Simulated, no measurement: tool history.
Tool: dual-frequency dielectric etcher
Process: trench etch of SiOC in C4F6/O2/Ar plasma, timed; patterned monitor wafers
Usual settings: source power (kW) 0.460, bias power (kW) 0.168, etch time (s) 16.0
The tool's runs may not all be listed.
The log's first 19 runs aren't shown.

run   hour  source power (kW)  bias power (kW)  etch time (s)  read-back reference wafer on the same gauge, depth_nm  mean etch depth across the wafer (Å)
 20  568.1              0.460            0.168           16.0                                                  29.19                                 348.7
 21  598.1              0.350            0.168           17.5                                                  29.20                                 334.4
 22  624.8              0.420            0.134           14.0                                                  29.20                                 276.7
 23  638.8              0.460            0.168           11.5                                                  29.20                                 250.5
 24  662.3              0.370            0.168           11.5                                                  29.20                                 226.5
 25  681.2              0.460            0.168           19.5                                                  29.20                                 427.0
 26  716.3              0.350            0.199           13.5                                                  29.21                                 271.1
 27  788.3              0.460            0.147           16.0                                                  29.20                                 338.4
 28  810.0              0.460            0.182           16.0                                                  29.19                                 357.8
 29  837.6              0.550            0.147           19.0                                                  29.20                                 437.4
 30  868.6              0.460            0.168           16.0                                                  29.19                                 350.7
 31  887.8              0.460            0.178           16.0                                                  29.20                                 356.2

Forecast each of these 3 alternatives for the next run:
  A  888.2              0.460            0.168           16.0                                                      ?                                     ?
  B  888.2              0.460            0.127           14.0                                                      ?                                     ?
  C  888.2              0.520            0.147           13.5                                                      ?                                     ?

run  read-back reference wafer on the same gauge, depth_nm  mean etch depth across the wafer (Å)
  A                                                  29.21                                 351.5
  B                                                  29.21                                 287.5
  C                                                  29.21                                 303.7
Without the tool's hidden state the same runs would have given:
run  mean etch depth across the wafer (Å)
  A                                 349.3
  B                                 285.7
  C                                 301.9
